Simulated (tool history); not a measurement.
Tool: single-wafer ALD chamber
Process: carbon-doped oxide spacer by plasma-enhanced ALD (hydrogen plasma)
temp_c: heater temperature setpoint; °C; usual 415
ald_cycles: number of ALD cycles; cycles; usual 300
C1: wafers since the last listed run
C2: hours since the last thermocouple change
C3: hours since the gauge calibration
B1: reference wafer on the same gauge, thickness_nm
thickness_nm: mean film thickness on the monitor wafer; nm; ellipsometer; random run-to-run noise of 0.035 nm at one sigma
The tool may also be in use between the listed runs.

Run 1, day 0.000: usual settings but ald_cycles 313 cycles; C1 0; C2 2391.0; C3 215.2; B1 12.264. Result: thickness_nm 14.532 nm.
Run 2, day 1.012: usual settings but ald_cycles 313 cycles; C1 18; C2 2415.3; C3 239.5; B1 12.252. Result: thickness_nm 14.458 nm.
Run 3, day 1.704: usual settings; C1 12; C2 2431.9; C3 256.1; B1 12.254. Result: thickness_nm 13.890 nm.
Run 4, day 2.550: usual settings; C1 15; C2 2452.2; C3 276.4; B1 12.266. Result: thickness_nm 13.841 nm.
At day 3.038: gauge calibrated.
Run 5, day 4.000: usual settings; C1 26; C2 2487.0; C3 23.1; B1 12.371. Result: thickness_nm 14.024 nm.
Run 6, day 4.683: usual settings; C1 12; C2 2503.4; C3 39.5; B1 12.356. Result: thickness_nm 14.060 nm.
Run 7, day 6.092: usual settings; C1 25; C2 2537.2; C3 73.3; B1 12.317. Result: thickness_nm 14.033 nm.
Run 8, day 8.712: usual settings; C1 47; C2 2600.1; C3 136.2; B1 12.299. Result: thickness_nm 13.967 nm.
Run 9, day 11.771: usual settings but temp_c 420 °C; C1 55; C2 2673.5; C3 209.6; B1 12.275. Result: thickness_nm 13.759 nm.
Run 10, day 13.158: usual settings but temp_c 420 °C; C1 25; C2 2706.8; C3 242.9; B1 12.272. Result: thickness_nm 13.729 nm.
Run 11, day 14.179: usual settings but temp_c 406 °C, ald_cycles 342 cycles; C1 18; C2 2731.3; C3 267.4; B1 12.259. Result: thickness_nm 16.244 nm.
At day 14.679: gauge calibrated.
Run 12, day 14.975: usual settings but temp_c 422 °C, ald_cycles 319 cycles; C1 14; C2 2750.4; C3 7.1; B1 12.400. Result: thickness_nm 14.698 nm.
Run 13, day 16.146: usual settings; C1 21; C2 2778.5; C3 35.2; B1 12.364. Result: thickness_nm 14.006 nm.
At day 17.462: thermocouple changed; heater temperature recalibrated.
Run 14, day 17.483: usual settings but temp_c 401 °C, ald_cycles 352 cycles; C1 18; C2 0.5; C3 67.3; B1 12.337. Result: thickness_nm 17.013 nm.
Run 15, day 18.158: usual settings but temp_c 403 °C; C1 12; C2 16.7; C3 83.5; B1 12.343. Result: thickness_nm 14.491 nm.
Run 16, day 18.925: usual settings but temp_c 424 °C, ald_cycles 323 cycles; C1 13; C2 35.1; C3 101.9; B1 12.314. Result: thickness_nm 14.680 nm.
Run 17, day 19.875: usual settings but temp_c 404 °C; C1 17; C2 57.9; C3 124.7; B1 12.324. Result: thickness_nm 14.354 nm.
Run 18, day 21.296: usual settings; C1 25; C2 92.0; C3 158.8; B1 12.299. Result: thickness_nm 13.904 nm.
Run 19, day 22.192: usual settings but temp_c 421 °C, ald_cycles 349 cycles; C1 16; C2 113.5; C3 180.3; B1 12.282. Result: thickness_nm 15.929 nm.
Run 20, day 22.975: usual settings; C1 14; C2 132.3; C3 199.1; B1 12.271. Result: thickness_nm 13.939 nm.

Branching from run 20: 4 alternative next runs. What would each branch give?
Run A, day 23.012: usual settings but ald_cycles 266 cycles; C1 0; C2 133.2; C3 200.0; B1 ?. Result: thickness_nm ?.
Run B, day 23.012: usual settings but ald_cycles 327 cycles; C1 0; C2 133.2; C3 200.0; B1 ?. Result: thickness_nm ?.
Run C, day 23.012: usual settings but temp_c 421 °C; C1 0; C2 133.2; C3 200.0; B1 ?. Result: thickness_nm ?.
Run D, day 23.012: usual settings but temp_c 424 °C; C1 0; C2 133.2; C3 200.0; B1 ?. Result: thickness_nm ?.

run      B1  thickness_nm
  A  12.285        12.349
  B  12.285        15.181
  C  12.285        13.697
  D  12.285        13.581
Stripped of hidden state, with their random variation kept, the same runs would have yielded:
run  thickness_nm
  A        12.466
  B        15.325
  C        13.826
  D        13.710

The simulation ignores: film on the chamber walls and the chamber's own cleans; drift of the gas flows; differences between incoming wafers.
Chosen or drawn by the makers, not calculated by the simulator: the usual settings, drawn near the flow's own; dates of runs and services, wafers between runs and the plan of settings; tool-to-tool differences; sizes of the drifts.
